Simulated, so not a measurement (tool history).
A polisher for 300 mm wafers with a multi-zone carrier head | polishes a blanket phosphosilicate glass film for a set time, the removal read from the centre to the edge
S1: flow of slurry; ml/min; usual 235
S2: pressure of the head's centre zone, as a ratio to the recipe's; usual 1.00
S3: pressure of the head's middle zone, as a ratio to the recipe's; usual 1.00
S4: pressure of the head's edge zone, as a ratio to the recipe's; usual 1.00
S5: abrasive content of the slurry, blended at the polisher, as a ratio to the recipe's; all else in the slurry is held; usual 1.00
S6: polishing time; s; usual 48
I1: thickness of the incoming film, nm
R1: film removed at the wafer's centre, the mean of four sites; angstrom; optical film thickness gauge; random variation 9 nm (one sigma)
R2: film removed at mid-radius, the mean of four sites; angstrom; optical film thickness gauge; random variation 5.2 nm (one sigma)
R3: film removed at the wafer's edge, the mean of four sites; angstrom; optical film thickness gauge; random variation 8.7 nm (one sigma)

run     day   S1    S2    S3    S4    S5  S6      I1    R1    R2    R3
  1   0.000  235  1.00  1.09  1.00  1.00  48  4067.9  5678  6648  6314
      0.342  -- worn pad replaced by a new one, of another model than before
  2   1.358  235  1.09  1.00  1.00  1.00  48  4096.2  6076  6214  6262
  3   2.542  235  1.00  0.95  1.00  1.00  41  4068.6  4847  5056  5333
  4   3.867  235  1.00  1.00  1.00  1.00  48  4115.5  5629  6150  6229
  5   4.829  235  1.00  0.91  1.00  1.00  48  3999.1  5607  5794  6304
      5.979  -- edge zone pressure recalibrated
  6   6.304  235  1.00  1.00  1.04  1.00  48  4039.3  5518  6094  6400
  7   7.367  280  1.12  1.00  1.00  1.00  48  4094.9  6598  6274  6331
  8   8.762  235  1.00  1.00  1.00  1.00  48  4094.0  5667  6144  6252
      9.300  -- carrier head's membrane replaced by a new one
  9   9.367  190  1.00  1.00  1.00  1.20  48  4030.4  5651  6495  6749
     10.562  -- worn pad replaced by a new one
 10  10.608  235  0.95  1.00  1.00  1.15  33  4077.4  3812  4570  4571
 11  11.554  235  0.92  1.00  0.91  1.00  63  4065.3  6559  8085  7834
     12.525  -- centre zone pressure recalibrated
 12  12.879  200  1.00  1.00  1.08  0.80  57  4119.8  6064  6294  6796
 13  13.900  295  1.00  1.00  1.00  1.00  48  4078.1  6418  6219  6349
 14  15.208  235  1.00  1.00  1.00  1.00  48  4121.0  5994  6165  6141
 15  16.138  170  0.96  1.00  1.03  1.00  57  4086.6  6413  6911  7227
 16  16.938  235  1.00  1.00  1.00  1.00  48  4063.4  6099  6243  6198
 17  17.492  235  0.96  1.06  1.00  0.85  64  4023.5  7097  7980  7656
     18.688  -- worn pad replaced by a new one
 18  18.821  235  0.90  1.00  1.00  1.20  48  4022.7  5729  6741  6864
 19  19.696  235  0.97  1.00  1.00  1.00  48  4133.4  5804  6209  6296
 20  21.079  235  1.00  1.00  0.90  1.00  37  4013.1  4586  4826  4545
 21  22.058  235  1.00  1.00  1.05  1.00  48  4123.9  6061  6201  6395
 22  23.312  235  1.00  1.00  1.00  1.00  48  4004.6  5893  6138  6140

3 ways to go on from here, each from the tool as it stands after run 22. What would each give?
  A  23.329  235  0.91  1.00  1.00  1.00  48  4029.0   ?   ?   ?
  B  23.329  235  1.00  1.00  1.00  1.00  56  4029.0   ?   ?   ?
  C  23.329  305  1.00  1.00  1.00  1.00  48  4029.0   ?   ?   ?

run    R1    R2    R3
  A  5411  6206  6250
  B  6944  7237  7292
  C  6155  6394  6395
Without the tool's hidden state the same runs would have given:
run    R1    R2    R3
  A  5599  6205  6250
  B  7184  7236  7292
  C  6368  6393  6395
